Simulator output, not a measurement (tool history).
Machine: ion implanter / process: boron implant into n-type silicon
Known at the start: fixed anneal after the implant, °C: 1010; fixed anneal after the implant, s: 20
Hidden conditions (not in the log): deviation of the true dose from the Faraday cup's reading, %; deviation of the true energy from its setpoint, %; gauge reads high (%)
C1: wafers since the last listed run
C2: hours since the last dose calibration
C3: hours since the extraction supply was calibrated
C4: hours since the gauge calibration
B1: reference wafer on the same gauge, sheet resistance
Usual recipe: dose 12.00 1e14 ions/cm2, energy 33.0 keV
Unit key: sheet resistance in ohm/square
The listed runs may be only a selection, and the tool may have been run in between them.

{"run": 1, "day": 0.0, "dose": 12.0, "energy": 33.0, "C1": 0, "C2": 1267.3, "C3": 6400.0, "C4": 76.9, "B1": 83.87, "sheet resistance": 104.06}
{"run": 2, "day": 0.3, "dose": 12.0, "energy": 33.0, "C1": 130, "C2": 1274.5, "C3": 6407.2, "C4": 84.1, "B1": 84.04, "sheet resistance": 103.77}
{"run": 3, "day": 0.938, "dose": 12.0, "energy": 33.0, "C1": 276, "C2": 1289.8, "C3": 6422.5, "C4": 99.4, "B1": 83.96, "sheet resistance": 104.44}
{"run": 4, "day": 1.262, "dose": 12.0, "energy": 33.0, "C1": 140, "C2": 1297.6, "C3": 6430.3, "C4": 107.2, "B1": 83.85, "sheet resistance": 103.12}
{"run": 5, "day": 1.983, "dose": 12.0, "energy": 33.0, "C1": 312, "C2": 1314.9, "C3": 6447.6, "C4": 124.5, "B1": 84.17, "sheet resistance": 104.06}
{"day": 2.483, "done": "extraction supply calibrated"}
{"day": 2.554, "done": "Faraday cup replaced and dose calibrated"}
{"run": 6, "day": 2.575, "dose": 12.0, "energy": 33.0, "C1": 81, "C2": 0.5, "C3": 2.2, "C4": 138.7, "B1": 84.06, "sheet resistance": 103.18}
{"run": 7, "day": 2.804, "dose": 12.0, "energy": 33.0, "C1": 99, "C2": 6.0, "C3": 7.7, "C4": 144.2, "B1": 84.07, "sheet resistance": 103.44}
{"run": 8, "day": 3.188, "dose": 14.66, "energy": 30.0, "C1": 166, "C2": 15.2, "C3": 16.9, "C4": 153.4, "B1": 84.12, "sheet resistance": 89.7}
{"run": 9, "day": 3.554, "dose": 14.4, "energy": 38.0, "C1": 158, "C2": 24.0, "C3": 25.7, "C4": 162.2, "B1": 84.12, "sheet resistance": 88.72}
{"run": 10, "day": 4.062, "dose": 12.0, "energy": 33.0, "C1": 220, "C2": 36.2, "C3": 37.9, "C4": 174.4, "B1": 84.04, "sheet resistance": 104.37}
{"run": 11, "day": 4.529, "dose": 12.0, "energy": 23.5, "C1": 202, "C2": 47.4, "C3": 49.1, "C4": 185.6, "B1": 84.0, "sheet resistance": 106.15}
{"run": 12, "day": 4.933, "dose": 12.0, "energy": 33.0, "C1": 175, "C2": 57.1, "C3": 58.8, "C4": 195.3, "B1": 84.1, "sheet resistance": 104.1}
{"run": 13, "day": 5.188, "dose": 9.16, "energy": 41.0, "C1": 110, "C2": 63.2, "C3": 64.9, "C4": 201.4, "B1": 83.97, "sheet resistance": 127.04}

Predict the results of run 14:
{"run": 14, "day": 5.771, "dose": 13.95, "energy": 27.0, "C1": 252, "C2": 77.2, "C3": 78.9, "C4": 215.4, "B1": "?", "sheet resistance": "?"}

Run 14 yielded B1 84.08, sheet resistance 93.60 ohm/square.
Without the tool's hidden state the same run would have given sheet resistance 93.60 ohm/square.
